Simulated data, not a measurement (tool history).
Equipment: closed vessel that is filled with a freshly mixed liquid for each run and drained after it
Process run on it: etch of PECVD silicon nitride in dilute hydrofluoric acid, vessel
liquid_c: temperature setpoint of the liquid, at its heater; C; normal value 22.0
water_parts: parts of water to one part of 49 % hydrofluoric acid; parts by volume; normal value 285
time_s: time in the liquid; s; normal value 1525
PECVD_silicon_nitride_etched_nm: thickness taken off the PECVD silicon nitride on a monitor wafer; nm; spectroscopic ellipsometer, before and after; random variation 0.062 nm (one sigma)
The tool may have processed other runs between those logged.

run,hour,liquid_c,water_parts,time_s,"read-back film thickness of the PECVD silicon nitride reference wafer, read on the same gauge (nm)",PECVD_silicon_nitride_etched_nm
1,0.0,22.0,365,1525,30.00,7.55
2,25.5,22.0,365,1525,30.00,7.61
3,62.9,21.0,285,2225,30.02,13.19
4,124.2,21.0,285,2225,30.02,13.13
5,148.3,21.0,285,2225,30.04,13.26
6,185.4,22.0,285,1525,30.02,9.58
# hour 190.1: hydrofluoric acid flow meter replaced
# hour 207.6: gauge calibrated
7,218.8,22.0,285,1525,29.98,10.21
# hour 243.2: thermometer replaced
8,260.1,22.0,285,1525,30.01,10.19
9,301.9,22.0,285,1525,29.98,10.08
10,352.5,26.5,160,1050,30.00,16.44
11,377.7,22.0,285,1525,30.00,10.08
12,422.5,19.5,400,2000,30.01,8.11
13,447.8,22.0,285,1525,29.99,10.06
14,480.7,17.5,225,1525,29.99,9.42
15,534.9,19.5,285,1525,29.99,8.58
16,575.8,19.0,285,1525,29.98,8.26
# hour 600.6: gauge calibrated
17,610.0,19.5,325,2110,30.02,10.31

Consider 5 possible next runs. They are alternatives, not a sequence: every one starts from the tool as it was left by run 17. What does each give?
A,611.1,22.0,285,1525,?,?
B,611.1,25.0,285,755,?,?
C,611.1,22.0,185,1525,?,?
D,611.1,22.0,285,2310,?,?
E,611.1,26.5,330,2125,?,?

run,"read-back film thickness of the PECVD silicon nitride reference wafer, read on the same gauge (nm)",PECVD_silicon_nitride_etched_nm
A,29.97,9.95
B,29.97,5.93
C,29.97,15.20
D,29.97,15.08
E,29.97,15.75
With the hidden condition removed and each run's random variation left untouched, the same runs would have given:
run,PECVD_silicon_nitride_etched_nm
A,10.28
B,6.12
C,15.70
D,15.57
E,16.28
